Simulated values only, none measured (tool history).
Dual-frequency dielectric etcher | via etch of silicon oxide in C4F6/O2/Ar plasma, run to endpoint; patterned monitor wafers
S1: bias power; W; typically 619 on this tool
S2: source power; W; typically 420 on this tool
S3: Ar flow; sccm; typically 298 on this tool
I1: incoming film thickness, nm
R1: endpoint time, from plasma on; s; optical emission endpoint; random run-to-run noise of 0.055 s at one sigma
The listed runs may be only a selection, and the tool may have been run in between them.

| run | hour | S1 | S2 | S3 | I1 | R1 |
|---|---|---|---|---|---|---|
| 1 | 0 | 619 | 420 | 298 | 96.9 | 17.7 |
| 2 | 99.8 | 619 | 420 | 298 | 97.3 | 17.7 |
| 3 | 191.9 | 619 | 420 | 298 | 97.8 | 17.8 |
| 4 | 276.6 | 619 | 420 | 298 | 97.3 | 17.7 |
| 5 | 362.4 | 540 | 490 | 298 | 98.1 | 17.6 |
| 6 | 396.2 | 540 | 490 | 298 | 98.5 | 17.7 |
| 7 | 446.2 | 619 | 420 | 298 | 98.1 | 17.9 |
| 8 | 524.3 | 619 | 420 | 298 | 98.3 | 17.7 |
| 9 | 577.7 | 619 | 420 | 298 | 97.8 | 17.6 |
| 10 | 682.8 | 476 | 370 | 269 | 98.1 | 20.5 |
| 11 | 766.5 | 619 | 420 | 357 | 98.3 | 18.1 |
| 12 | 805.6 | 668 | 460 | 327 | 98 | 16.4 |
| 13 | 898 | 619 | 420 | 357 | 98 | 18.5 |
| 14 | 992.9 | 500 | 420 | 298 | 98 | 19.5 |
| 15 | 1030.8 | 619 | 350 | 343 | 97.6 | 20 |
| 16 | 1103.5 | 771 | 420 | 353 | 98.2 | 16.7 |
| 17 | 1189.3 | 619 | 420 | 298 | 98.8 | 17.9 |
| 18 | 1253.3 | 534 | 500 | 229 | 98.2 | 16.7 |
| 19 | 1358.1 | 534 | 500 | 229 | 98.1 | 16.6 |
| 20 | 1418.3 | 478 | 500 | 340 | 97.7 | 18.4 |
| 21 | 1464.4 | 769 | 380 | 259 | 98 | 16.9 |
| 22 | 1552.9 | 619 | 420 | 298 | 97.7 | 17.8 |
| 23 | 1601.5 | 619 | 420 | 235 | 98.2 | 17.3 |
| 24 | 1642.5 | 619 | 420 | 243 | 98.6 | 17.4 |
| 25 | 1725.4 | 619 | 420 | 274 | 97.7 | 17.5 |
| 26 | 1777 | 619 | 420 | 298 | 97.9 | 17.7 |
| 27 | 1866.9 | 619 | 470 | 298 | 98 | 16.8 |
| 28 | 1945.7 | 619 | 420 | 279 | 98.6 | 17.9 |
| 29 | 2024.3 | 659 | 420 | 298 | 98.5 | 17.7 |

Withheld: 8 entries from between the runs. Position of each, and hidden state at the listed run before versus the listed run after:
Between runs 4 and 5: wet clean of the chamber (hour 361.9)
  etch rate over this chamber's usual, %: 1.79 -> 0.182; source power that arrives over what is set, %: -3.4 -> -3.42
Between runs 7 and 8: source power generator calibrated (hour 523.3)
  etch rate over this chamber's usual, %: 0.499 -> 0.794; source power that arrives over what is set, %: -3.43 -> -0.194
Between runs 9 and 10: upper electrode replaced (hour 665.3)
  etch rate over this chamber's usual, %: 0.996 -> 1.39; source power that arrives over what is set, %: -0.405 -> -0.784
Between runs 12 and 13: wet clean of the chamber (hour 870.4); Ar flow controller replaced (hour 897.5)
  etch rate over this chamber's usual, %: 1.86 -> -0.133; source power that arrives over what is set, %: -1.18 -> -1.44
Between runs 13 and 14: bias power generator calibrated (hour 957.1)
  etch rate over this chamber's usual, %: -0.133 -> 0.226; source power that arrives over what is set, %: -1.44 -> -1.68
Between runs 19 and 20: wet clean of the chamber (hour 1417.8)
  etch rate over this chamber's usual, %: 1.61 -> 0.346; source power that arrives over what is set, %: -2.41 -> -2.5
Between runs 27 and 28: wet clean of the chamber (hour 1910.5)
  etch rate over this chamber's usual, %: 2.04 -> 0.0637; source power that arrives over what is set, %: -3.04 -> -3.11

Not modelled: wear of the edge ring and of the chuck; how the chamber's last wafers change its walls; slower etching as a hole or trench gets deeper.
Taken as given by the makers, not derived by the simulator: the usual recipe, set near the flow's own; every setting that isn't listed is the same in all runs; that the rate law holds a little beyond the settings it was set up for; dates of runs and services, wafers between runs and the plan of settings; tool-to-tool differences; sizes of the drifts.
